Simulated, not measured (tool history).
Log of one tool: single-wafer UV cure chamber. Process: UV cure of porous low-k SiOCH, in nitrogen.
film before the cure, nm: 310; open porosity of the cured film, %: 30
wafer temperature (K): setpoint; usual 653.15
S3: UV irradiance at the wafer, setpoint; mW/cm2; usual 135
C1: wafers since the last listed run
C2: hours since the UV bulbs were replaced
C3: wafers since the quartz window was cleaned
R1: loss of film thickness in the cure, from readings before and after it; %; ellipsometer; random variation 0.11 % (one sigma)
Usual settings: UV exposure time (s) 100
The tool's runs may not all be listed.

Run 1, hour 0: usual settings; C1 0; C2 1875; C3 624. Result: R1 10 %.
Run 2, hour 33.8: usual settings; C1 282; C2 1908.8; C3 906. Result: R1 10.01 %.
Run 3, hour 68.6: usual settings; C1 290; C2 1943.6; C3 1197. Result: R1 9.905 %.
Run 4, hour 90.8: usual settings; C1 185; C2 1965.8; C3 1383. Result: R1 10.071 %.
Run 5, hour 106.3: usual settings; C1 129; C2 1981.3; C3 1512. Result: R1 9.794 %.
Run 6, hour 121.8: usual settings; C1 129; C2 1996.8; C3 1642. Result: R1 9.804 %.
Run 7, hour 148: usual settings; C1 218; C2 2023; C3 1860. Result: R1 9.787 %.
Run 8, hour 170.9: usual settings but UV exposure time (s) 120; C1 191; C2 2045.9; C3 2052. Result: R1 10.483 %.
Run 9, hour 197.4: usual settings but UV exposure time (s) 120; C1 221; C2 2072.4; C3 2273. Result: R1 10.582 %.
Run 10, hour 209.6: usual settings; C1 101; C2 2084.6; C3 2375. Result: R1 9.607 %.
Run 11, hour 234.4: usual settings; C1 207; C2 2109.4; C3 2582. Result: R1 9.845 %.
Run 12, hour 247.9: usual settings; C1 112; C2 2122.9; C3 2695. Result: R1 9.964 %.
Run 13, hour 268.7: usual settings; C1 173; C2 2143.7; C3 2869. Result: R1 9.7 %.
At hour 289.1: quartz window cleaned.
Run 14, hour 289.6: usual settings; C1 107; C2 2164.6; C3 4. Result: R1 10.096 %.
Run 15, hour 303.4: usual settings; C1 115; C2 2178.4; C3 119. Result: R1 9.992 %.
Run 16, hour 337.8: usual settings; C1 287; C2 2212.8; C3 407. Result: R1 10.175 %.
Run 17, hour 352.4: usual settings but wafer temperature (K) 641.15, UV exposure time (s) 115; C1 121; C2 2227.4; C3 529. Result: R1 10.474 %.
Run 18, hour 374.8: usual settings but S3 117 mW/cm2; C1 187; C2 2249.8; C3 716. Result: R1 9.342 %.
Run 19, hour 404.2: usual settings but wafer temperature (K) 670.15, UV exposure time (s) 70, S3 163 mW/cm2; C1 245; C2 2279.2; C3 961. Result: R1 9.479 %.
Run 20, hour 430: usual settings but S3 159 mW/cm2; C1 215; C2 2305; C3 1177. Result: R1 10.52 %.
Run 21, hour 457.6: usual settings; C1 230; C2 2332.6; C3 1407. Result: R1 9.758 %.
Run 22, hour 471.6: usual settings; C1 116; C2 2346.6; C3 1524. Result: R1 9.593 %.
Run 23, hour 498: usual settings but wafer temperature (K) 637.15, UV exposure time (s) 80, S3 109 mW/cm2; C1 220; C2 2373; C3 1745. Result: R1 7.602 %.
Run 24, hour 531.5: usual settings but UV exposure time (s) 70, S3 125 mW/cm2; C1 279; C2 2406.5; C3 2025. Result: R1 7.669 %.
Run 25, hour 550.4: usual settings but wafer temperature (K) 660.15, UV exposure time (s) 85, S3 149 mW/cm2; C1 157; C2 2425.4; C3 2183. Result: R1 9.509 %.
Run 26, hour 574.2: usual settings but UV exposure time (s) 145; C1 198; C2 2449.2; C3 2382. Result: R1 11.442 %.
Run 27, hour 589.5: usual settings; C1 127; C2 2464.5; C3 2509. Result: R1 9.749 %.
At hour 605.3: quartz window cleaned.
At hour 649.4: UV bulbs replaced.
Run 28, hour 664.9: usual settings; C1 496; C2 15.5; C3 431. Result: R1 10.097 %.
Run 29, hour 677.9: usual settings; C1 108; C2 28.5; C3 540. Result: R1 9.964 %.
Run 30, hour 706.3: usual settings but wafer temperature (K) 667.15, S3 121 mW/cm2; C1 237; C2 56.9; C3 777. Result: R1 9.852 %.
Run 31, hour 725.7: usual settings but UV exposure time (s) 50; C1 162; C2 76.3; C3 939. Result: R1 6.935 %.
Run 32, hour 756.3: usual settings; C1 255; C2 106.9; C3 1195. Result: R1 9.807 %.
Run 33, hour 774.6: usual settings; C1 152; C2 125.2; C3 1347. Result: R1 9.805 %.
Run 34, hour 803.2: usual settings but wafer temperature (K) 658.15, UV exposure time (s) 125; C1 238; C2 153.8; C3 1586. Result: R1 11.067 %.
Run 35, hour 816.5: usual settings but wafer temperature (K) 636.15, UV exposure time (s) 45, S3 154 mW/cm2; C1 111; C2 167.1; C3 1697. Result: R1 6.696 %.

Hidden state or all else? Some run-to-run changes of R1, split into what the settings, what came in and random variation would give without the hidden state, and what is left for the hidden state (with any gauge scatter that isn't in both results):
The hidden state here: lamp output below its setpoint, %; transmission lost against a clean window, %.
Run 13 -> 14: quartz window cleaned. R1 +0.396 %: hidden state +0.397, all else -0.001.
Run 15 -> 16: no setting changed, nothing entered. R1 +0.183 %: hidden state -0.12, all else +0.303.
Run 27 -> 28: quartz window cleaned, UV bulbs replaced. R1 +0.348 %: hidden state +0.32, all else +0.028.
Run 30 -> 31: wafer temperature (K) 667.15 -> 653.15, UV exposure time (s) 100 -> 50, S3 121 -> 135. R1 -2.917 %: hidden state -0.009, all else -2.908.
Run 31 -> 32: UV exposure time (s) 50 -> 100. R1 +2.872 %: hidden state -0.058, all else +2.93.
Run 34 -> 35: wafer temperature (K) 658.15 -> 636.15, UV exposure time (s) 125 -> 45, S3 135 -> 154. R1 -4.371 %: hidden state +0.03, all else -4.401.
